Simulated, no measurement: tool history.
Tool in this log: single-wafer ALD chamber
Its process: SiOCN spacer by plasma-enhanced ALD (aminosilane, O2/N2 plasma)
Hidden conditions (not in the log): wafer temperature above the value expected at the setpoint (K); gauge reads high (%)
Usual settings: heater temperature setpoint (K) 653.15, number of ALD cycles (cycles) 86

run    hour  heater temperature setpoint (K)  number of ALD cycles (cycles)  wafers since the last listed run  hours since the last thermocouple change  hours since the gauge calibration  read-back reference wafer on the same gauge, thickness_nm  mean film thickness on the monitor wafer (Å)
  1       0                           653.15                             75                                 0                                     752.9                              905.6                                                       4.71                                         42.41
  2    34.6                           643.15                             82                                88                                     787.5                              940.2                                                      4.713                                         46.26
  3    59.2                           643.15                             82                                63                                     812.1                              964.8                                                      4.711                                         46.22
  4     102                           643.15                             82                               109                                     854.9                             1007.6                                                      4.709                                         46.48
  5   127.6                           653.15                             94                                65                                     880.5                             1033.2                                                       4.71                                         52.84
  6   168.4                           653.15                             86                               104                                     921.3                               1074                                                       4.71                                         48.42
      223.5  -- gauge calibrated
  7   237.5                           653.15                             86                               176                                     990.4                                 14                                                       4.71                                         48.57
  8   280.8                           645.15                             86                               110                                    1033.7                               57.3                                                       4.71                                          48.8
  9   312.9                           653.15                             86                                82                                    1065.8                               89.4                                                      4.713                                         48.79
 10   418.6                           653.15                             86                               270                                    1171.5                              195.1                                                       4.71                                         48.67
 11   482.3                           653.15                             86                               163                                    1235.2                              258.8                                                      4.712                                         48.57
 12   647.5                           653.15                             86                               423                                    1400.4                                424                                                      4.711                                         48.67
 13   699.2                           653.15                             86                               132                                    1452.1                              475.7                                                      4.709                                         48.56
 14   733.3                           653.15                             86                                87                                    1486.2                              509.8                                                      4.709                                         48.56
 15   804.6                           660.15                             86                               182                                    1557.5                              581.1                                                      4.711                                         48.68
 16   864.5                           660.15                             86                               153                                    1617.4                                641                                                      4.708                                         48.47
 17   913.2                           660.15                             86                               124                                    1666.1                              689.7                                                       4.71                                         48.44
 18   938.7                           662.15                             96                                65                                    1691.6                              715.2                                                       4.71                                         54.07
 19  1009.5                           662.15                             96                               181                                    1762.4                                786                                                      4.709                                         54.15
 20  1076.8                           649.15                             76                               172                                    1829.7                              853.3                                                      4.711                                         42.82
       1098  -- thermocouple changed; heater temperature recalibrated
 21  1108.4                           663.15                             80                                60                                      10.4                              884.9                                                      4.708                                         45.15
 22  1141.9                           638.15                            100                                85                                      43.9                              918.4                                                      4.711                                         56.54
 23  1192.1                           664.15                             72                               128                                      94.1                              968.6                                                       4.71                                         40.74
 24  1258.5                           666.15                             96                               170                                     160.5                               1035                                                      4.709                                         54.33
 25  1289.4                           653.15                             82                                79                                     191.4                             1065.9                                                      4.708                                         46.37
 26  1332.3                           661.15                            102                               109                                     234.3                             1108.8                                                      4.709                                         57.37
 27  1388.2                           660.15                             86                               143                                     290.2                             1164.7                                                       4.71                                         48.82
 28    1444                           653.15                             86                               142                                       346                             1220.5                                                       4.71                                         48.57
     1474.9  -- gauge calibrated
 29  1487.3                           667.15                             79                               110                                     389.3                               12.4                                                      4.711                                         44.42

What does the tool deliver on the next run?
 30  1535.7                           653.15                             86                               123                                     437.7                               60.8                                                          ?                                             ?

Run 30 measured read-back reference wafer on the same gauge, thickness_nm 4.712, mean film thickness on the monitor wafer (Å) 48.52.
If the tool had no hidden condition, the same run with the same run-to-run variation would have returned mean film thickness on the monitor wafer (Å) 48.52.

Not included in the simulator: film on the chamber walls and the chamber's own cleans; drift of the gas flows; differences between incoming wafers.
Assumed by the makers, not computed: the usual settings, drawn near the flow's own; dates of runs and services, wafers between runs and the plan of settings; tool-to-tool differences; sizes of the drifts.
